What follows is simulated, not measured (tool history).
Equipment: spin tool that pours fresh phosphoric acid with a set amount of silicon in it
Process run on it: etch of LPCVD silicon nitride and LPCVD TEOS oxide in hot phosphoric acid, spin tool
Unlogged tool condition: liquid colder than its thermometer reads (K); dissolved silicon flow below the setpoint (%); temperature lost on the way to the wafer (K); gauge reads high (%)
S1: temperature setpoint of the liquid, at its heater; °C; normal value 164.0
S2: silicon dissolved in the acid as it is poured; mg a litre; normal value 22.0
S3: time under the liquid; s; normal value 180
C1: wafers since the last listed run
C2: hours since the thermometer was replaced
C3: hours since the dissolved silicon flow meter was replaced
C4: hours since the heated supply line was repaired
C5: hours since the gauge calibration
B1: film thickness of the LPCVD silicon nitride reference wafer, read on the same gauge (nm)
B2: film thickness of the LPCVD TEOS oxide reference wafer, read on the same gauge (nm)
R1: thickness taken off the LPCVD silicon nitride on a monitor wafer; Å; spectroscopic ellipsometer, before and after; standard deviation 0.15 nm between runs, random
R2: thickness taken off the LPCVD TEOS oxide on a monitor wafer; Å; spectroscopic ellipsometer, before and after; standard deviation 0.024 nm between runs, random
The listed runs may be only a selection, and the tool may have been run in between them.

run 1 hour=0.0 | S1=164.0 S2=22.0 S3=180 | C1=0 C2=1291.4 C3=230.7 C4=83.4 C5=135.3 | B1=70.01 B2=149.995 | R1=166.7 R2=5.49
-- hour=22.1 thermometer replaced
run 2 hour=58.7 | S1=162.0 S2=37.5 S3=275 | C1=489 C2=36.6 C3=289.4 C4=142.1 C5=194.0 | B1=70.00 B2=149.957 | R1=252.1 R2=4.04
run 3 hour=198.4 | S1=164.0 S2=31.0 S3=180 | C1=1185 C2=176.3 C3=429.1 C4=281.8 C5=333.7 | B1=69.98 B2=150.030 | R1=175.3 R2=4.72
run 4 hour=253.6 | S1=164.0 S2=13.0 S3=135 | C1=468 C2=231.5 C3=484.3 C4=337.0 C5=388.9 | B1=70.03 B2=149.954 | R1=131.2 R2=5.53
run 5 hour=304.6 | S1=162.5 S2=37.0 S3=245 | C1=432 C2=282.5 C3=535.3 C4=388.0 C5=439.9 | B1=69.99 B2=149.984 | R1=225.8 R2=3.86
run 6 hour=346.8 | S1=163.0 S2=22.0 S3=180 | C1=358 C2=324.7 C3=577.5 C4=430.2 C5=482.1 | B1=69.96 B2=150.071 | R1=170.1 R2=5.52
run 7 hour=393.2 | S1=163.0 S2=22.0 S3=105 | C1=393 C2=371.1 C3=623.9 C4=476.6 C5=528.5 | B1=69.98 B2=150.008 | R1=97.6 R2=3.36
run 8 hour=454.6 | S1=164.0 S2=22.0 S3=180 | C1=520 C2=432.5 C3=685.3 C4=538.0 C5=589.9 | B1=70.00 B2=150.010 | R1=174.1 R2=5.93
run 9 hour=525.8 | S1=164.0 S2=22.0 S3=180 | C1=604 C2=503.7 C3=756.5 C4=609.2 C5=661.1 | B1=70.00 B2=149.979 | R1=176.2 R2=6.06
run 10 hour=580.5 | S1=164.0 S2=22.0 S3=180 | C1=464 C2=558.4 C3=811.2 C4=663.9 C5=715.8 | B1=70.00 B2=149.997 | R1=171.0 R2=5.87
run 11 hour=636.9 | S1=166.5 S2=38.0 S3=100 | C1=478 C2=614.8 C3=867.6 C4=720.3 C5=772.2 | B1=70.03 B2=150.002 | R1=104.7 R2=1.83
run 12 hour=704.4 | S1=166.5 S2=10.5 S3=235 | C1=572 C2=682.3 C3=935.1 C4=787.8 C5=839.7 | B1=70.03 B2=150.027 | R1=244.4 R2=11.89
run 13 hour=754.6 | S1=164.0 S2=22.0 S3=80 | C1=425 C2=732.5 C3=985.3 C4=838.0 C5=889.9 | B1=70.02 B2=150.032 | R1=76.1 R2=2.59
run 14 hour=785.5 | S1=161.0 S2=22.0 S3=180 | C1=262 C2=763.4 C3=1016.2 C4=868.9 C5=920.8 | B1=69.97 B2=150.003 | R1=157.1 R2=4.85
run 15 hour=816.1 | S1=164.0 S2=22.0 S3=180 | C1=259 C2=794.0 C3=1046.8 C4=899.5 C5=951.4 | B1=70.01 B2=150.033 | R1=173.2 R2=5.66
run 16 hour=869.2 | S1=164.0 S2=22.0 S3=180 | C1=450 C2=847.1 C3=1099.9 C4=952.6 C5=1004.5 | B1=69.99 B2=150.056 | R1=169.7 R2=5.54
-- hour=880.6 heated supply line repaired
run 17 hour=906.6 | S1=161.0 S2=22.0 S3=100 | C1=308 C2=884.5 C3=1137.3 C4=26.0 C5=1041.9 | B1=70.00 B2=150.023 | R1=87.0 R2=2.41
run 18 hour=943.3 | S1=164.0 S2=22.0 S3=180 | C1=311 C2=921.2 C3=1174.0 C4=62.7 C5=1078.6 | B1=70.00 B2=149.995 | R1=172.1 R2=5.80
run 19 hour=975.1 | S1=164.0 S2=22.0 S3=270 | C1=269 C2=953.0 C3=1205.8 C4=94.5 C5=1110.4 | B1=69.98 B2=149.971 | R1=255.4 R2=8.45
run 20 hour=1018.5 | S1=164.0 S2=22.0 S3=180 | C1=368 C2=996.4 C3=1249.2 C4=137.9 C5=1153.8 | B1=70.02 B2=149.993 | R1=170.4 R2=5.36
run 21 hour=1079.7 | S1=165.5 S2=22.0 S3=90 | C1=519 C2=1057.6 C3=1310.4 C4=199.1 C5=1215.0 | B1=70.00 B2=150.019 | R1=89.1 R2=3.01
run 22 hour=1137.4 | S1=162.0 S2=22.0 S3=135 | C1=489 C2=1115.3 C3=1368.1 C4=256.8 C5=1272.7 | B1=70.00 B2=149.973 | R1=119.2 R2=3.55

How would selected steps in R1 from run to run divide? Give the signed amount a tool lacking its hidden state would still show from settings, what came in and random variation, and the signed amount left for the hidden state, including any gauge scatter that is not in both of the compared results.
Run 1 -> 2: S1 164.0 -> 162.0, S2 22.0 -> 37.5, S3 180 -> 275, thermometer replaced. R1 +85.4 Å: hidden state +7.3, all else +78.1.
Run 11 -> 12: S2 38.0 -> 10.5, S3 100 -> 235. R1 +139.7 Å: hidden state -4.3, all else +144.0.
Run 12 -> 13: S1 166.5 -> 164.0, S2 10.5 -> 22.0, S3 235 -> 80. R1 -168.3 Å: hidden state +4.6, all else -172.9.

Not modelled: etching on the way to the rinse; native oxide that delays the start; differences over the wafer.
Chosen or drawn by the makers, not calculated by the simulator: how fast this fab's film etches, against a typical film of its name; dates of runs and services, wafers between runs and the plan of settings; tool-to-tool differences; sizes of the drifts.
